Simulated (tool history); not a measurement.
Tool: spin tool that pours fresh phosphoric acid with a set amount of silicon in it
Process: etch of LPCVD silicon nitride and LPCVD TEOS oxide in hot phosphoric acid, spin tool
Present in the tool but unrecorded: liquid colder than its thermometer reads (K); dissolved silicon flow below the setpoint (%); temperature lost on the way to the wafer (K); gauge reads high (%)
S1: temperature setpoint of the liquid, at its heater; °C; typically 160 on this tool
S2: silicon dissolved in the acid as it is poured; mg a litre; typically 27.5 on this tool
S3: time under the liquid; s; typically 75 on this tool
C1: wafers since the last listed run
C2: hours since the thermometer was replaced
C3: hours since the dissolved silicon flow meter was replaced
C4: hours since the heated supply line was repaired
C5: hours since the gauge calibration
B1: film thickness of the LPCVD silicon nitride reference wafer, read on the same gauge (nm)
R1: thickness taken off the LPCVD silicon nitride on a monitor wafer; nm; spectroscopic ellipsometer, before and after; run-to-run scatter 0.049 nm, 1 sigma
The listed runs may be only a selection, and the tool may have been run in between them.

Run 1, hour 0: usual settings; C1 0; C2 2448.2; C3 353.9; C4 747.4; C5 293.6; B1 39.99. Result: R1 6.29 nm.
Run 2, hour 26.7: usual settings; C1 160; C2 2474.9; C3 380.6; C4 774.1; C5 320.3; B1 39.99. Result: R1 6.24 nm.
Run 3, hour 58.3: usual settings; C1 189; C2 2506.5; C3 412.2; C4 805.7; C5 351.9; B1 40.02. Result: R1 6.29 nm.
Run 4, hour 98.5: usual settings but S1 159 °C, S2 33.5 mg a litre; C1 240; C2 2546.7; C3 452.4; C4 845.9; C5 392.1; B1 39.99. Result: R1 6 nm.
At hour 126.9: gauge calibrated.
Run 5, hour 135.5: usual settings but S1 159 °C, S2 33.5 mg a litre; C1 221; C2 2583.7; C3 489.4; C4 882.9; C5 8.6; B1 39.99. Result: R1 6.02 nm.
Run 6, hour 165.3: usual settings but S1 159 °C, S2 33.5 mg a litre; C1 178; C2 2613.5; C3 519.2; C4 912.7; C5 38.4; B1 39.99. Result: R1 6.06 nm.
Run 7, hour 227.1: usual settings but S2 14.5 mg a litre; C1 370; C2 2675.3; C3 581; C4 974.5; C5 100.2; B1 39.98. Result: R1 6.22 nm.
At hour 235.9: thermometer replaced.
Run 8, hour 262.1: usual settings but S3 110 s; C1 203; C2 26.2; C3 616; C4 1009.5; C5 135.2; B1 40. Result: R1 9.02 nm.
Run 9, hour 363.7: usual settings but S1 162 °C, S2 11.5 mg a litre, S3 60 s; C1 609; C2 127.8; C3 717.6; C4 1111.1; C5 236.8; B1 40. Result: R1 5.35 nm.
At hour 385.2: heated supply line repaired.
Run 10, hour 414.8: usual settings but S1 161.5 °C, S2 45 mg a litre; C1 300; C2 178.9; C3 768.7; C4 29.6; C5 287.9; B1 40. Result: R1 6.51 nm.
Run 11, hour 458.3: usual settings; C1 260; C2 222.4; C3 812.2; C4 73.1; C5 331.4; B1 40. Result: R1 6.22 nm.
At hour 494.6: gauge calibrated.
Run 12, hour 507.1: usual settings but S2 7.5 mg a litre; C1 292; C2 271.2; C3 861; C4 121.9; C5 12.5; B1 40. Result: R1 6.23 nm.
At hour 517.9: dissolved silicon flow meter replaced.
Run 13, hour 533.9: usual settings but S2 11 mg a litre; C1 154; C2 298; C3 16; C4 148.7; C5 39.3; B1 39.99. Result: R1 6.19 nm.
Run 14, hour 603.7: usual settings but S1 157 °C, S2 7 mg a litre, S3 30 s; C1 418; C2 367.8; C3 85.8; C4 218.5; C5 109.1; B1 40. Result: R1 2.28 nm.
Run 15, hour 664: usual settings but S1 158.5 °C, S2 12.5 mg a litre, S3 105 s; C1 361; C2 428.1; C3 146.1; C4 278.8; C5 169.4; B1 39.98. Result: R1 8.35 nm.

Exercise: give the hidden state of the tool at every run:
liquid colder than its thermometer reads (K): 0 in every run
dissolved silicon flow below the setpoint (%): 0 in every run
temperature lost on the way to the wafer (K): 0 in every run
gauge reads high (%): 0 in every run
